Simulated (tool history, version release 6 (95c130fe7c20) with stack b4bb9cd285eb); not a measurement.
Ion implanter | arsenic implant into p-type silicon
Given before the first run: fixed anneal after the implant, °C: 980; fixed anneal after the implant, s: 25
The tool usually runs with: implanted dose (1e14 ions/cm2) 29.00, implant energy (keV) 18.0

run	day	implanted dose (1e14 ions/cm2)	implant energy (keV)	wafers since the last listed run	hours since the last dose calibration	hours since the extraction supply was calibrated	hours since the gauge calibration	read-back reference wafer on the same gauge, sheet resistance	sheet resistance of the implanted and annealed layer (ohm/square)
1	0.000	29.00	18.0	0	626.5	1279.6	143.9	109.67	120.99
2	2.662	29.00	18.0	1268	690.4	1343.5	207.8	109.61	120.81
3	4.625	29.00	18.0	935	737.5	1390.6	254.9	109.72	120.76
4	6.400	29.00	18.0	845	780.1	1433.2	297.5	109.65	121.47
5	8.021	29.00	18.0	772	819.0	1472.1	336.4	109.68	120.57
6	10.800	29.00	18.0	1324	885.7	1538.8	403.1	109.59	121.11
7	14.567	29.00	18.0	1795	976.1	1629.2	493.5	109.51	120.75
8	17.371	23.80	18.0	1336	1043.4	1696.5	560.8	109.49	123.05
9	20.917	23.80	18.0	1689	1128.5	1781.6	645.9	109.44	123.15
10	23.367	23.80	18.0	1167	1187.3	1840.4	704.7	109.29	123.28
11	25.208	29.00	18.0	877	1231.5	1884.6	748.9	109.18	120.34
# day 26.279: Faraday cup replaced and dose calibrated
12	29.367	29.00	18.0	1822	74.1	1984.4	848.7	109.22	120.37
13	31.179	29.00	18.0	863	117.6	2027.9	892.2	109.07	120.77
14	34.804	29.00	18.0	1727	204.6	2114.9	979.2	109.03	120.21
15	37.446	29.00	18.0	1258	268.0	2178.3	1042.6	108.93	119.80
16	39.929	29.00	14.5	1183	327.6	2237.9	1102.2	108.78	128.54
17	41.612	29.00	14.5	802	368.0	2278.3	1142.6	108.72	128.95
18	45.333	35.91	14.5	1773	457.3	2367.6	1231.9	108.52	125.86
19	56.575	25.34	16.0	5357	727.1	2637.4	1501.7	107.95	126.01
20	58.467	29.00	23.5	901	772.5	2682.8	1547.1	107.90	106.85
21	62.617	29.00	14.0	1977	872.1	2782.4	1646.7	107.58	128.53
22	64.400	29.00	18.0	849	914.9	2825.2	1689.5	107.50	118.74
# day 67.092: Faraday cup replaced and dose calibrated
23	68.188	29.00	18.0	1646	26.3	2916.1	1780.4	107.29	118.12
# day 70.008: gauge calibrated
24	70.475	26.38	13.0	1090	81.2	2971.0	11.2	109.82	135.56
25	74.196	29.00	18.0	1773	170.5	3060.3	100.5	109.79	120.86
26	77.862	22.32	15.5	1747	258.5	3148.3	188.5	110.00	131.15
# day 79.833: extraction supply calibrated
27	79.854	37.02	18.0	790	306.3	0.5	236.3	109.92	117.97
28	84.142	29.00	18.0	2043	409.2	103.4	339.2	109.67	121.05
29	87.767	24.59	23.0	1727	496.2	190.4	426.2	109.75	111.64
30	90.138	29.00	18.0	1129	553.1	247.3	483.1	109.71	121.05
31	92.579	29.00	18.0	1163	611.7	305.9	541.7	109.64	120.57
32	95.158	32.81	20.5	1229	673.6	367.8	603.6	109.54	113.05
33	96.888	29.00	18.0	824	715.1	409.3	645.1	109.60	120.87
34	98.900	22.91	18.0	959	763.4	457.6	693.4	109.45	123.89
35	100.575	34.49	21.0	798	803.6	497.8	733.6	109.51	111.70
36	102.929	33.38	21.5	1121	860.1	554.3	790.1	109.45	110.81
37	105.142	33.60	13.5	1054	913.2	607.4	843.2	109.43	129.29

How would selected steps in sheet resistance of the implanted and annealed layer (ohm/square) from run to run divide? Give the signed amount a tool lacking its hidden state would still show from settings, what came in and random variation, and the signed amount left for the hidden state, including any gauge scatter that is not in both of the compared results.
Hidden state present: deviation of the true dose from the Faraday cup's reading, %; deviation of the true energy from its setpoint, %; gauge reads high (%).
Run 18 -> 19: implanted dose (1e14 ions/cm2) 35.91 -> 25.34, implant energy (keV) 14.5 -> 16.0. sheet resistance of the implanted and annealed layer (ohm/square) +0.15: hidden state -0.68, all else +0.83.
Run 19 -> 20: implanted dose (1e14 ions/cm2) 25.34 -> 29.00, implant energy (keV) 16.0 -> 23.5. sheet resistance of the implanted and annealed layer (ohm/square) -19.16: hidden state +0.25, all else -19.41.
Run 20 -> 21: implant energy (keV) 23.5 -> 14.0. sheet resistance of the implanted and annealed layer (ohm/square) +21.68: hidden state -0.73, all else +22.41.
Run 23 -> 24: implanted dose (1e14 ions/cm2) 29.00 -> 26.38, implant energy (keV) 18.0 -> 13.0, gauge calibrated. sheet resistance of the implanted and annealed layer (ohm/square) +17.44: hidden state +2.88, all else +14.56.
Run 36 -> 37: implanted dose (1e14 ions/cm2) 33.38 -> 33.60, implant energy (keV) 21.5 -> 13.5. sheet resistance of the implanted and annealed layer (ohm/square) +18.48: hidden state -0.17, all else +18.65.
